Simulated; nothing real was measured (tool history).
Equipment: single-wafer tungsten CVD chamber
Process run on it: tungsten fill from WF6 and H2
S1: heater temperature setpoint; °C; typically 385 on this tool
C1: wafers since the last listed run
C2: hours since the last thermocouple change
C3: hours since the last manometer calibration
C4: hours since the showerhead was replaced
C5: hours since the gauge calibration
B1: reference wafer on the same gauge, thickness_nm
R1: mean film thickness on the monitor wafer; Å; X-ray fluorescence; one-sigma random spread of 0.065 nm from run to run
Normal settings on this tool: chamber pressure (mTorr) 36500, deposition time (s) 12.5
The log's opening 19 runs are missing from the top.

{"run": 20, "hour": 438.9, "S1": 385, "chamber pressure (mTorr)": 39400, "deposition time (s)": 12.5, "C1": 328, "C2": 2071.7, "C3": 1630.2, "C4": 100.7, "C5": 235.8, "B1": 25.22, "R1": 289.86}
{"run": 21, "hour": 461.8, "S1": 394, "chamber pressure (mTorr)": 42200, "deposition time (s)": 13.6, "C1": 588, "C2": 2094.6, "C3": 1653.1, "C4": 123.6, "C5": 258.7, "B1": 25.206, "R1": 382.33}
{"run": 22, "hour": 492.9, "S1": 385, "chamber pressure (mTorr)": 39600, "deposition time (s)": 10.3, "C1": 799, "C2": 2125.7, "C3": 1684.2, "C4": 154.7, "C5": 289.8, "B1": 25.177, "R1": 239.03}
{"hour": 526.9, "done": "thermocouple changed; heater temperature recalibrated"}
{"run": 23, "hour": 527.4, "S1": 373, "chamber pressure (mTorr)": 45100, "deposition time (s)": 12.5, "C1": 681, "C2": 0.5, "C3": 1718.7, "C4": 189.2, "C5": 324.3, "B1": 25.156, "R1": 253.13}
{"run": 24, "hour": 557.6, "S1": 385, "chamber pressure (mTorr)": 36500, "deposition time (s)": 12.5, "C1": 776, "C2": 30.7, "C3": 1748.9, "C4": 219.4, "C5": 354.5, "B1": 25.127, "R1": 276.13}
{"run": 25, "hour": 575.4, "S1": 395, "chamber pressure (mTorr)": 30400, "deposition time (s)": 10.6, "C1": 457, "C2": 48.5, "C3": 1766.7, "C4": 237.2, "C5": 372.3, "B1": 25.111, "R1": 243}
{"run": 26, "hour": 605.0, "S1": 379, "chamber pressure (mTorr)": 30900, "deposition time (s)": 10.7, "C1": 760, "C2": 78.1, "C3": 1796.3, "C4": 266.8, "C5": 401.9, "B1": 25.074, "R1": 189.55}
{"run": 27, "hour": 618.6, "S1": 373, "chamber pressure (mTorr)": 36500, "deposition time (s)": 14.4, "C1": 349, "C2": 91.7, "C3": 1809.9, "C4": 280.4, "C5": 415.5, "B1": 25.075, "R1": 255.02}
{"hour": 629.8, "done": "capacitance manometer re-zeroed and calibrated"}
{"run": 28, "hour": 648.6, "S1": 385, "chamber pressure (mTorr)": 36500, "deposition time (s)": 14, "C1": 565, "C2": 121.7, "C3": 18.8, "C4": 310.4, "C5": 445.5, "B1": 25.036, "R1": 308.39}
{"run": 29, "hour": 661.7, "S1": 385, "chamber pressure (mTorr)": 43300, "deposition time (s)": 14.7, "C1": 336, "C2": 134.8, "C3": 31.9, "C4": 323.5, "C5": 458.6, "B1": 25.011, "R1": 360.36}
{"run": 30, "hour": 691.5, "S1": 385, "chamber pressure (mTorr)": 28600, "deposition time (s)": 13.6, "C1": 765, "C2": 164.6, "C3": 61.7, "C4": 353.3, "C5": 488.4, "B1": 24.989, "R1": 251.03}
{"run": 31, "hour": 712.9, "S1": 385, "chamber pressure (mTorr)": 36500, "deposition time (s)": 12.5, "C1": 550, "C2": 186, "C3": 83.1, "C4": 374.7, "C5": 509.8, "B1": 24.959, "R1": 272.6}

Predict the results of run 32:
{"run": 32, "hour": 817.2, "S1": 395, "chamber pressure (mTorr)": 36500, "deposition time (s)": 12.5, "C1": 2680, "C2": 290.3, "C3": 187.4, "C4": 479, "C5": 614.1, "B1": "?", "R1": "?"}

{"run 32": {"B1": 24.827, "R1": 322.53}}
Minus the tool's unlogged condition, the same run would have read R1 328.87 Å.
